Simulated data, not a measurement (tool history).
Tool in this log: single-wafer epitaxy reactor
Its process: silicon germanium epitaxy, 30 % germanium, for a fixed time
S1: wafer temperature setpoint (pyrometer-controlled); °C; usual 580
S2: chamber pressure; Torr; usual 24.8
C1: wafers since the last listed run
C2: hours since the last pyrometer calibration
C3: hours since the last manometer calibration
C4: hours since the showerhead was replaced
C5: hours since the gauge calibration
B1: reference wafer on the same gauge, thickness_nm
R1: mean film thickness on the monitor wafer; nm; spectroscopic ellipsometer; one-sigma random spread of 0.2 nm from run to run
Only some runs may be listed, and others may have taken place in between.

Run 1, hour 0.0: usual settings; C1 0; C2 1328.0; C3 1869.7; C4 2275.9; C5 445.2; B1 47.868. Result: R1 52.081 nm.
Run 2, hour 12.5: usual settings but S2 23.4 Torr; C1 182; C2 1340.5; C3 1882.2; C4 2288.4; C5 457.7; B1 47.981. Result: R1 50.364 nm.
Run 3, hour 48.4: usual settings but S2 23.4 Torr; C1 523; C2 1376.4; C3 1918.1; C4 2324.3; C5 493.6; B1 47.918. Result: R1 51.169 nm.
Run 4, hour 83.7: usual settings; C1 514; C2 1411.7; C3 1953.4; C4 2359.6; C5 528.9; B1 47.875. Result: R1 52.227 nm.
Run 5, hour 114.9: usual settings; C1 455; C2 1442.9; C3 1984.6; C4 2390.8; C5 560.1; B1 47.980. Result: R1 52.308 nm.
Run 6, hour 142.3: usual settings; C1 399; C2 1470.3; C3 2012.0; C4 2418.2; C5 587.5; B1 47.923. Result: R1 52.034 nm.
Run 7, hour 171.9: usual settings; C1 431; C2 1499.9; C3 2041.6; C4 2447.8; C5 617.1; B1 47.893. Result: R1 52.355 nm.
Run 8, hour 230.5: usual settings; C1 854; C2 1558.5; C3 2100.2; C4 2506.4; C5 675.7; B1 47.914. Result: R1 52.521 nm.
At hour 248.6: gauge calibrated.
Run 9, hour 249.4: usual settings; C1 275; C2 1577.4; C3 2119.1; C4 2525.3; C5 0.8; B1 47.820. Result: R1 52.343 nm.
Run 10, hour 289.8: usual settings; C1 589; C2 1617.8; C3 2159.5; C4 2565.7; C5 41.2; B1 47.890. Result: R1 51.923 nm.
Run 11, hour 304.1: usual settings but S1 576 °C, S2 27.4 Torr; C1 208; C2 1632.1; C3 2173.8; C4 2580.0; C5 55.5; B1 47.932. Result: R1 50.247 nm.
Run 12, hour 333.3: usual settings but S1 576 °C, S2 27.4 Torr; C1 425; C2 1661.3; C3 2203.0; C4 2609.2; C5 84.7; B1 47.903. Result: R1 50.094 nm.
Run 13, hour 349.5: usual settings but S1 576 °C, S2 27.4 Torr; C1 236; C2 1677.5; C3 2219.2; C4 2625.4; C5 100.9; B1 47.948. Result: R1 49.942 nm.
Run 14, hour 366.7: usual settings but S2 21.1 Torr; C1 250; C2 1694.7; C3 2236.4; C4 2642.6; C5 118.1; B1 47.829. Result: R1 49.141 nm.
Run 15, hour 386.9: usual settings; C1 294; C2 1714.9; C3 2256.6; C4 2662.8; C5 138.3; B1 47.825. Result: R1 52.340 nm.
Run 16, hour 410.3: usual settings; C1 341; C2 1738.3; C3 2280.0; C4 2686.2; C5 161.7; B1 47.911. Result: R1 52.058 nm.
Run 17, hour 428.2: usual settings but S1 590 °C, S2 29.0 Torr; C1 261; C2 1756.2; C3 2297.9; C4 2704.1; C5 179.6; B1 47.843. Result: R1 68.588 nm.
Run 18, hour 440.3: usual settings but S2 19.1 Torr; C1 176; C2 1768.3; C3 2310.0; C4 2716.2; C5 191.7; B1 47.883. Result: R1 46.860 nm.
Run 19, hour 456.2: usual settings but S1 567 °C, S2 19.0 Torr; C1 231; C2 1784.2; C3 2325.9; C4 2732.1; C5 207.6; B1 47.899. Result: R1 34.991 nm.
At hour 490.5: pyrometer calibrated.
Run 20, hour 491.9: usual settings; C1 404; C2 1.4; C3 2361.6; C4 2767.8; C5 243.3; B1 47.863. Result: R1 40.642 nm.
Run 21, hour 507.7: usual settings; C1 230; C2 17.2; C3 2377.4; C4 2783.6; C5 259.1; B1 48.019. Result: R1 40.779 nm.
At hour 531.1: capacitance manometer re-zeroed and calibrated.
Run 22, hour 537.7: usual settings but S1 593 °C, S2 29.5 Torr; C1 320; C2 47.2; C3 6.6; C4 2813.6; C5 289.1; B1 47.869. Result: R1 58.829 nm.
Run 23, hour 564.5: usual settings but S1 566 °C; C1 390; C2 74.0; C3 33.4; C4 2840.4; C5 315.9; B1 47.891. Result: R1 30.050 nm.
At hour 595.2: showerhead replaced.
Run 24, hour 595.7: usual settings but S1 569 °C, S2 19.9 Torr; C1 338; C2 105.2; C3 64.6; C4 0.5; C5 347.1; B1 47.914. Result: R1 29.709 nm.
Run 25, hour 612.7: usual settings but S2 27.3 Torr; C1 247; C2 122.2; C3 81.6; C4 17.5; C5 364.1; B1 47.887. Result: R1 43.230 nm.
At hour 629.0: pyrometer calibrated, repeated, since the last time left the tool worse.
Run 26, hour 630.8: usual settings but S1 574 °C, S2 30.4 Torr; C1 147; C2 1.8; C3 99.7; C4 35.6; C5 382.2; B1 47.952. Result: R1 46.447 nm.
Run 27, hour 658.0: usual settings but S2 23.0 Torr; C1 396; C2 29.0; C3 126.9; C4 62.8; C5 409.4; B1 47.896. Result: R1 47.426 nm.
Run 28, hour 693.1: usual settings but S2 28.0 Torr; C1 512; C2 64.1; C3 162.0; C4 97.9; C5 444.5; B1 47.901. Result: R1 51.649 nm.
Run 29, hour 708.8: usual settings but S2 19.0 Torr; C1 229; C2 79.8; C3 177.7; C4 113.6; C5 460.2; B1 47.908. Result: R1 43.513 nm.
Run 30, hour 729.1: usual settings but S1 569 °C; C1 296; C2 100.1; C3 198.0; C4 133.9; C5 480.5; B1 47.881. Result: R1 38.642 nm.
Run 31, hour 764.2: usual settings; C1 512; C2 135.2; C3 233.1; C4 169.0; C5 515.6; B1 47.889. Result: R1 49.598 nm.
Run 32, hour 788.5: usual settings; C1 354; C2 159.5; C3 257.4; C4 193.3; C5 539.9; B1 47.884. Result: R1 49.171 nm.
Run 33, hour 819.6: usual settings but S2 26.8 Torr; C1 453; C2 190.6; C3 288.5; C4 224.4; C5 571.0; B1 47.958. Result: R1 51.095 nm.
Run 34, hour 854.8: usual settings; C1 513; C2 225.8; C3 323.7; C4 259.6; C5 606.2; B1 47.969. Result: R1 49.631 nm.
Run 35, hour 876.0: usual settings but S1 590 °C, S2 20.8 Torr; C1 309; C2 247.0; C3 344.9; C4 280.8; C5 627.4; B1 47.972. Result: R1 57.638 nm.

Table of differences, measured result less the result of that run with no hidden state. Run-to-run variation is the same in both. Gauge scatter possibly is not:
Unlogged tool condition in this case: wafer temperature above the value expected at the setpoint (K); true pressure above the setpoint (%); gauge reads high (%).
run      R1
  1  +4.127
  2  +4.002
  3  +4.095
  4  +4.207
  5  +4.237
  6  +4.234
  7  +4.281
  8  +4.332
  9  +4.329
 10  +4.317
 11  +4.228
 12  +4.230
 13  +4.225
 14  +4.123
 15  +4.401
 16  +4.388
 17  +5.647
 18  +3.962
 19  +3.064
 20  -6.942
 21  -6.851
 22  -9.237
 23  -4.966
 24  -4.721
 25  -6.545
 26  +0.653
 27  +0.841
 28  +1.162
 29  +1.067
 30  +1.078
 31  +1.552
 32  +1.675
 33  +1.914
 34  +2.038
 35  +2.423
